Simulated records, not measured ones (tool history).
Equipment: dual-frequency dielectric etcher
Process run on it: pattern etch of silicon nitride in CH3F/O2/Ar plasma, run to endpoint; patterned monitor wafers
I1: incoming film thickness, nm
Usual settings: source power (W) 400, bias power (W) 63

Run 1, day 0: usual settings; I1 37.52. Result: endpoint time (s) 52.7.
At day 1.775: wet clean of the chamber.
Run 2, day 2.629: usual settings; I1 37.18. Result: endpoint time (s) 54.3.
Run 3, day 5.95: usual settings but source power (W) 420; I1 37.41. Result: endpoint time (s) 53.4.
Run 4, day 7.875: usual settings but source power (W) 420; I1 37.09. Result: endpoint time (s) 52.7.
Run 5, day 10.708: usual settings but source power (W) 420; I1 37.34. Result: endpoint time (s) 52.3.
Run 6, day 13.079: usual settings; I1 37.32. Result: endpoint time (s) 52.6.
Run 7, day 16.617: usual settings; I1 37.04. Result: endpoint time (s) 51.7.
Run 8, day 18.238: usual settings; I1 37.34. Result: endpoint time (s) 52.2.
At day 19.979: wet clean of the chamber.
Run 9, day 21.425: usual settings but source power (W) 500, bias power (W) 70; I1 37.44. Result: endpoint time (s) 49.8.
Run 10, day 25.804: usual settings but bias power (W) 53; I1 37.41. Result: endpoint time (s) 57.8.
Run 11, day 29.446: usual settings but source power (W) 460; I1 37.34. Result: endpoint time (s) 51.3.
Run 12, day 31.075: usual settings but source power (W) 330, bias power (W) 56; I1 37.49. Result: endpoint time (s) 59.
At day 33.65: upper electrode replaced, of another model than before.
Run 13, day 33.671: usual settings; I1 37.48. Result: endpoint time (s) 53.5.
At day 34.742: bias power generator calibrated.
At day 35.042: source power generator calibrated.
At day 36.304: wet clean of the chamber.
Run 14, day 36.325: usual settings but source power (W) 300, bias power (W) 70; I1 37.35. Result: endpoint time (s) 55.8.
Run 15, day 39.325: usual settings; I1 37.33. Result: endpoint time (s) 54.6.
Run 16, day 45.675: usual settings but source power (W) 340, bias power (W) 73; I1 37.02. Result: endpoint time (s) 52.3.
Run 17, day 48.35: usual settings but source power (W) 440, bias power (W) 74; I1 37.46. Result: endpoint time (s) 50.1.

Each row is a separate what-if for the run after 17, all from the same tool condition, not one after another. Results?
Run A, day 48.367: usual settings but bias power (W) 75; I1 37.37. Result: endpoint time (s) ?.
Run B, day 48.367: usual settings but bias power (W) 54; I1 37.37. Result: endpoint time (s) ?.
Run C, day 48.367: usual settings but source power (W) 370, bias power (W) 50; I1 37.37. Result: endpoint time (s) ?.

run  endpoint time (s)
  A               50.7
  B               55.2
  C                 57
Without the tool's unlogged condition, the same runs would have read:
run  endpoint time (s)
  A               52.5
  B               57.2
  C                 59
